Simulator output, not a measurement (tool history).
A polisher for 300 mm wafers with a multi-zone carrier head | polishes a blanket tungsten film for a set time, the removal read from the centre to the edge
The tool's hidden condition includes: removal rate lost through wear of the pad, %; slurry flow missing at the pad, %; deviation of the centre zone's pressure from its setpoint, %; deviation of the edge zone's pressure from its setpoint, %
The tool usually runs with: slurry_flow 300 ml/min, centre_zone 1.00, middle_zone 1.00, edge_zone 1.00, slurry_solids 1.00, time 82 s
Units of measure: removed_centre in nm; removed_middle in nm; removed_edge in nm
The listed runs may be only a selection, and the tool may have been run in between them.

run	hour	slurry_flow	centre_zone	middle_zone	edge_zone	slurry_solids	time	wafers since the last listed run	wafers polished on this pad	hours since the slurry nozzle was cleaned	hours since the centre zone pressure was calibrated	hours since the edge zone pressure was calibrated	hours since the carrier head's membrane was replaced	incoming thickness of the incoming film, nm	removed_centre	removed_middle	removed_edge
1	0.0	300	1.00	1.00	1.00	1.00	82	0	1314	329.7	344.5	617.6	1129.6	939.9	336.4	328.0	328.5
2	28.3	300	1.00	1.00	1.00	1.00	82	214	1528	358.0	372.8	645.9	1157.9	925.0	341.9	321.3	331.0
3	97.7	300	1.00	1.00	1.00	1.00	82	526	2054	427.4	442.2	715.3	1227.3	933.3	336.4	326.1	327.0
# hour 171.2: edge zone pressure recalibrated
# hour 198.8: carrier head's membrane replaced by a new one
# hour 230.3: worn pad replaced by a new one
4	266.6	300	1.00	1.00	1.00	1.00	82	1196	275	596.3	611.1	95.4	67.8	934.7	353.9	334.7	327.2
5	331.4	300	1.00	1.00	1.00	1.00	82	491	766	661.1	675.9	160.2	132.6	952.1	348.9	333.9	323.5
6	377.6	300	1.00	1.00	1.00	1.00	82	350	1116	707.3	722.1	206.4	178.8	947.5	359.5	327.2	329.1
7	445.3	250	1.00	1.00	1.00	1.00	82	513	1629	775.0	789.8	274.1	246.5	945.3	345.2	322.7	327.4
# hour 491.4: centre zone pressure recalibrated
8	511.8	300	0.89	1.00	1.00	1.00	82	488	2118	841.5	20.4	340.6	313.0	921.2	296.5	333.7	333.4
9	544.6	300	1.00	1.00	0.92	1.00	82	248	2367	874.3	53.2	373.4	345.8	929.7	322.8	322.6	315.6
# hour 549.8: slurry nozzle cleaned
10	610.4	300	1.00	0.93	1.00	1.00	61	491	2858	60.6	119.0	439.2	411.6	931.1	239.9	229.0	248.0
# hour 638.2: worn pad replaced by a new one
11	669.4	300	1.00	1.00	1.00	1.00	82	416	236	119.6	178.0	498.2	470.6	943.5	317.1	329.0	331.9
12	729.1	300	1.00	1.06	1.00	1.15	100	452	689	179.3	237.7	557.9	530.3	958.8	409.4	422.7	416.7
13	754.8	300	1.00	1.00	1.00	1.20	56	194	884	205.0	263.4	583.6	556.0	934.9	226.3	231.3	233.8
14	805.7	375	1.00	1.08	0.96	1.00	82	385	1269	255.9	314.3	634.5	606.9	935.3	332.9	362.4	330.6
15	868.7	385	1.00	1.00	1.00	1.00	82	477	1747	318.9	377.3	697.5	669.9	951.2	342.0	338.2	337.3
16	934.1	300	0.95	0.96	0.90	1.00	82	495	2243	384.3	442.7	762.9	735.3	948.6	325.2	323.5	319.3
# hour 939.9: edge zone pressure recalibrated
17	972.3	300	1.00	1.06	1.00	1.00	56	274	2517	422.5	480.9	32.4	773.5	952.8	227.3	239.5	228.0
18	1041.1	300	1.00	1.00	1.00	1.00	82	521	3038	491.3	549.7	101.2	842.3	942.3	334.5	338.4	331.7
# hour 1080.7: worn pad replaced by a new one
19	1081.2	300	1.00	1.00	0.88	1.00	102	273	3	531.4	589.8	141.3	882.4	923.1	427.5	403.6	381.6
20	1254.5	215	1.00	1.03	1.00	1.00	98	1313	1317	704.7	763.1	314.6	1055.7	956.0	395.6	391.7	379.0
21	1292.5	300	1.00	1.00	1.00	1.00	95	288	1605	742.7	801.1	352.6	1093.7	944.0	396.8	381.0	386.4
# hour 1304.7: slurry nozzle cleaned
22	1323.2	235	1.00	1.00	1.00	1.25	82	225	1830	18.5	831.8	383.3	1124.4	938.8	347.2	335.0	335.8

What if the next run were any one of these 3? Each begins from the tool's condition after run 22:
A	1323.7	405	1.00	1.00	1.00	1.00	82	3	1834	19.0	832.3	383.8	1124.9	940.3	?	?	?
B	1323.7	300	1.00	0.96	1.00	1.00	74	3	1834	19.0	832.3	383.8	1124.9	940.3	?	?	?
C	1323.7	300	0.97	1.00	1.03	1.00	66	3	1834	19.0	832.3	383.8	1124.9	940.3	?	?	?

run	removed_centre	removed_middle	removed_edge
A	361.7	340.2	340.2
B	317.4	289.6	301.2
C	276.3	267.0	272.4
Without the tool's hidden state the same runs would have given:
run	removed_centre	removed_middle	removed_edge
A	338.3	340.3	340.2
B	296.8	289.7	301.2
C	258.4	267.1	272.4
